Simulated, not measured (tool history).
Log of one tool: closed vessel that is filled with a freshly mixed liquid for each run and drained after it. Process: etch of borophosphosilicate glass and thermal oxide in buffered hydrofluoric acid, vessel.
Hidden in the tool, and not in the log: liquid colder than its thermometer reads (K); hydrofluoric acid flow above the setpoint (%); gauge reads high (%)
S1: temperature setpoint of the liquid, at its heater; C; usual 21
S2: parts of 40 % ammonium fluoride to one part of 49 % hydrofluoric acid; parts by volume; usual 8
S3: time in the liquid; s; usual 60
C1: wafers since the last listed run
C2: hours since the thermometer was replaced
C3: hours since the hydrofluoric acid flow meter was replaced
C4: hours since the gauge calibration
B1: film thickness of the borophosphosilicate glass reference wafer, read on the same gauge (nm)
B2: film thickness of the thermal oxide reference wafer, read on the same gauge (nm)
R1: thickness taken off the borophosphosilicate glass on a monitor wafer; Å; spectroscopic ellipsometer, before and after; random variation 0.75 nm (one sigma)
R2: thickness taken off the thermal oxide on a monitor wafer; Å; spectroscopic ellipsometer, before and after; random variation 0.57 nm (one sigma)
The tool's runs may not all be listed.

run   hour    S1   S2  S3    C1      C2     C3     C4     B1     B2      R1      R2
  1      0    21    8  50     0  2914.5  136.5  520.5  91.33  91.32  1177.4   557.9
  2   17.9    21    8  60  2235  2932.4  154.4  538.4  91.38  91.41  1423.8   672.4
  3   46.2    21    8  60  3534  2960.7  182.7  566.7  91.52  91.48  1418.2   675.8
  4     70    21  5.5  60  2972  2984.5  206.5  590.5  91.63  91.52  2033.3   945.8
  5   90.3    21  5.5  60  2535  3004.8  226.8  610.8  91.72  91.75  2021.2   946.6
  6    123    21  5.5  60  4084  3037.5  259.5  643.5  91.87  91.83  2040.3   951.6
  7  157.2    21    8  60  4271  3071.7  293.7  677.7     92     92  1415.1   671.2
  8  184.9    23    8  60  3459  3099.4  321.4  705.4  92.15  92.18  1586.6   757.8
     191.3  -- thermometer replaced
  9  202.1    21    7  60  2023    10.8  338.6  722.6  92.24  92.23  1656.2   769.6
 10  224.7    21    8  60  2822    33.4  361.2  745.2  92.34  92.35  1428.1   673.5
 11  256.4    21    8  60  3959    65.1  392.9  776.9  92.56  92.56  1437.6   672.9
 12    285    25    9  90  3572    93.7  421.5  805.5  92.71  92.67  2343.2  1115.8
 13  315.1    26    8  60  3759   123.8  451.6  835.6  92.85  92.85  1883.7   888.5
     329.3  -- hydrofluoric acid flow meter replaced
 14  391.3  23.5    8  60  9392     200     62  911.8  93.34  93.36  1642.3   785.9
 15  407.4  17.5    8  60  2010   216.1   78.1  927.9  93.48  93.47  1205.5   563.2
 16  420.8    21    8  60  1673   229.5   91.5  941.3  93.61  93.55  1450.8   686.6
     437.9  -- gauge calibrated
 17  449.6    21  5.5  90  3596   258.3  120.3   11.7  89.65  89.72  2981.6  1408.2
 18    482    25  9.5  60  4046   290.7  152.7   44.1  89.65   89.7  1470.8     701

The next listed run, before its measurement:
 19  497.8  21  11  85  1973  306.5  168.5  59.9   ?   ?   ?   ?

Run 19 gave B1 89.7, B2 89.7, R1 1464.7 Å, R2 696.2 Å.
Without the tool's hidden state the same run would have given R1 1470.2 Å, R2 698.8 Å.
